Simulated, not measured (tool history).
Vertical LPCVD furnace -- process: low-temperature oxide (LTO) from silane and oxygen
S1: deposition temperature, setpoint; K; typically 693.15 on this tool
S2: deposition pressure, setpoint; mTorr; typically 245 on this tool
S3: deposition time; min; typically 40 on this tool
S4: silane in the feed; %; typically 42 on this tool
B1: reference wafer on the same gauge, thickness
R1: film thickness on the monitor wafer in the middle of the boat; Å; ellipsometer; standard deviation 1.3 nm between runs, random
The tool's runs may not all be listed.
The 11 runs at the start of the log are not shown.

run	hour	S1	S2	S3	S4	B1	R1
12	278.2	693.15	245	40	42	467.62	5134.4
13	299.6	693.15	245	40	42	467.87	5108
14	333.4	693.15	245	40	42	467.77	5113.9
# hour 389.6: pressure gauge zeroed
# hour 407.9: thermocouples replaced and temperature profile calibrated
15	408.7	693.15	245	40	42	467.89	5251.3
16	422.9	693.15	245	40	42	467.46	5269.7
17	458.5	688.15	285	25.5	42	467.88	3712
18	494.3	688.15	245	40	42	468.25	4962.5
# hour 506: gauge calibrated
19	513.2	693.15	285	40	48	468.14	6956.9
20	532.7	681.15	245	40	49	468.43	5404
21	567.2	693.15	245	47	36	468.55	5140.9
22	595.4	693.15	295	29.5	45	468.08	4991.4
23	622.1	693.15	205	40	42	468	4360.4
24	652.1	693.15	245	40	42	467.92	5226.6
25	666.9	693.15	245	40	42	468.17	5215.8
26	683.4	693.15	245	40	42	468.03	5223.1
27	752.2	700.15	245	54	49	467.87	8638.7
28	785.2	693.15	215	40	47	468.19	5057.7
29	810	693.15	245	50.5	34	468.28	5117.9
30	823	683.15	245	40	42	468.54	4682.4
31	841.4	704.15	260	46	42	468.15	7092.1

What if the next run were any one of these 4? Each begins from the tool's condition after run 31:
A	845.6	693.15	245	25.5	42	?	?
B	845.6	693.15	290	40	38	?	?
C	845.6	699.15	290	31	34	?	?
D	845.6	697.15	190	52	38	?	?

run	B1	R1
A	467.72	3306.4
B	467.72	5507.3
C	467.72	3958.8
D	467.72	4833.4
Stripped of hidden state, with their random variation kept, the same runs would have yielded:
run	R1
A	3389.5
B	5623.8
C	4042.5
D	4991.1
